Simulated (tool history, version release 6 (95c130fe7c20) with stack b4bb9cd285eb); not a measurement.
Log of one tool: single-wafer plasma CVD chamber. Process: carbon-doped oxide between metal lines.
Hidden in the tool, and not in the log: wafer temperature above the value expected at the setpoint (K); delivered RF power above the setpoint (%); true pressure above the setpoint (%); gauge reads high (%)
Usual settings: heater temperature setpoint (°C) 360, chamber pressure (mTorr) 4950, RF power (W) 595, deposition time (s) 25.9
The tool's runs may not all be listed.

| run | hour | heater temperature setpoint (°C) | chamber pressure (mTorr) | RF power (W) | deposition time (s) | wafers since the last listed run | hours since the last thermocouple change | hours since the last RF generator calibration | hours since the last manometer calibration | hours since the showerhead was replaced | hours since the gauge calibration | read-back reference wafer on the same gauge, thickness_nm | mean film thickness on the monitor wafer (Å) |
|---|---|---|---|---|---|---|---|---|---|---|---|---|---|
| 1 | 0.0 | 360 | 4950 | 670 | 25.9 | 0 | 1389.9 | 1874.8 | 1598.2 | 5003.7 | 76.4 | 168.964 | 1499.77 |
| 2 | 11.6 | 360 | 4270 | 595 | 25.9 | 201 | 1401.5 | 1886.4 | 1609.8 | 5015.3 | 88.0 | 169.105 | 1306.09 |
| 3 | 21.2 | 360 | 4950 | 595 | 25.9 | 166 | 1411.1 | 1896.0 | 1619.4 | 5024.9 | 97.6 | 168.993 | 1338.47 |
| 4 | 31.5 | 360 | 4950 | 595 | 25.9 | 178 | 1421.4 | 1906.3 | 1629.7 | 5035.2 | 107.9 | 169.024 | 1339.07 |
| 5 | 40.8 | 360 | 4950 | 595 | 25.9 | 161 | 1430.7 | 1915.6 | 1639.0 | 5044.5 | 117.2 | 168.936 | 1337.69 |
| 6 | 52.8 | 360 | 4950 | 595 | 25.9 | 208 | 1442.7 | 1927.6 | 1651.0 | 5056.5 | 129.2 | 169.074 | 1340.32 |
| 7 | 67.6 | 360 | 4950 | 595 | 25.9 | 256 | 1457.5 | 1942.4 | 1665.8 | 5071.3 | 144.0 | 168.923 | 1334.42 |
|  | 86.4 | capacitance manometer re-zeroed and calibrated |
| 8 | 86.9 | 360 | 4950 | 595 | 25.9 | 195 | 1476.8 | 1961.7 | 0.5 | 5090.6 | 163.3 | 168.973 | 1336.49 |
| 9 | 94.8 | 347 | 4950 | 525 | 27.7 | 136 | 1484.7 | 1969.6 | 8.4 | 5098.5 | 171.2 | 169.016 | 1281.77 |
|  | 104.8 | thermocouple changed; heater temperature recalibrated |
| 10 | 105.3 | 368 | 6090 | 595 | 23.2 | 43 | 0.5 | 1980.1 | 18.9 | 5109.0 | 181.7 | 169.040 | 1211.74 |
| 11 | 118.8 | 360 | 4950 | 690 | 25.9 | 234 | 14.0 | 1993.6 | 32.4 | 5122.5 | 195.2 | 168.977 | 1528.99 |
|  | 128.2 | gauge calibrated |
|  | 129.7 | showerhead replaced |
|  | 137.0 | RF generator calibrated |
| 12 | 137.5 | 354 | 4950 | 715 | 25.9 | 59 | 32.7 | 0.5 | 51.1 | 7.8 | 9.3 | 168.921 | 1712.58 |
| 13 | 143.7 | 360 | 4950 | 595 | 25.9 | 107 | 38.9 | 6.7 | 57.3 | 14.0 | 15.5 | 168.985 | 1426.05 |
| 14 | 160.9 | 355 | 4950 | 595 | 25.9 | 298 | 56.1 | 23.9 | 74.5 | 31.2 | 32.7 | 168.950 | 1439.24 |
| 15 | 176.1 | 372 | 5500 | 595 | 25.9 | 263 | 71.3 | 39.1 | 89.7 | 46.4 | 47.9 | 169.061 | 1414.17 |
| 16 | 193.9 | 347 | 4950 | 595 | 25.9 | 308 | 89.1 | 56.9 | 107.5 | 64.2 | 65.7 | 169.067 | 1466.97 |

Forecast each of these 5 alternatives for the next run:
| A | 194.3 | 360 | 4230 | 595 | 25.9 | 6 | 89.5 | 57.3 | 107.9 | 64.6 | 66.1 | ? | ? |
| B | 194.3 | 350 | 4950 | 595 | 23.7 | 6 | 89.5 | 57.3 | 107.9 | 64.6 | 66.1 | ? | ? |
| C | 194.3 | 360 | 4950 | 645 | 25.9 | 6 | 89.5 | 57.3 | 107.9 | 64.6 | 66.1 | ? | ? |
| D | 194.3 | 360 | 4950 | 695 | 25.9 | 6 | 89.5 | 57.3 | 107.9 | 64.6 | 66.1 | ? | ? |
| E | 194.3 | 349 | 4300 | 675 | 30.2 | 6 | 89.5 | 57.3 | 107.9 | 64.6 | 66.1 | ? | ? |

| run | read-back reference wafer on the same gauge, thickness_nm | mean film thickness on the monitor wafer (Å) |
|---|---|---|
| A | 169.107 | 1384.05 |
| B | 169.107 | 1334.61 |
| C | 169.107 | 1535.25 |
| D | 169.107 | 1640.98 |
| E | 169.107 | 1863.34 |
Without the tool's hidden state the same runs would have given:
| run | mean film thickness on the monitor wafer (Å) |
|---|---|
| A | 1404.93 |
| B | 1354.75 |
| C | 1557.93 |
| D | 1665.22 |
| E | 1890.87 |
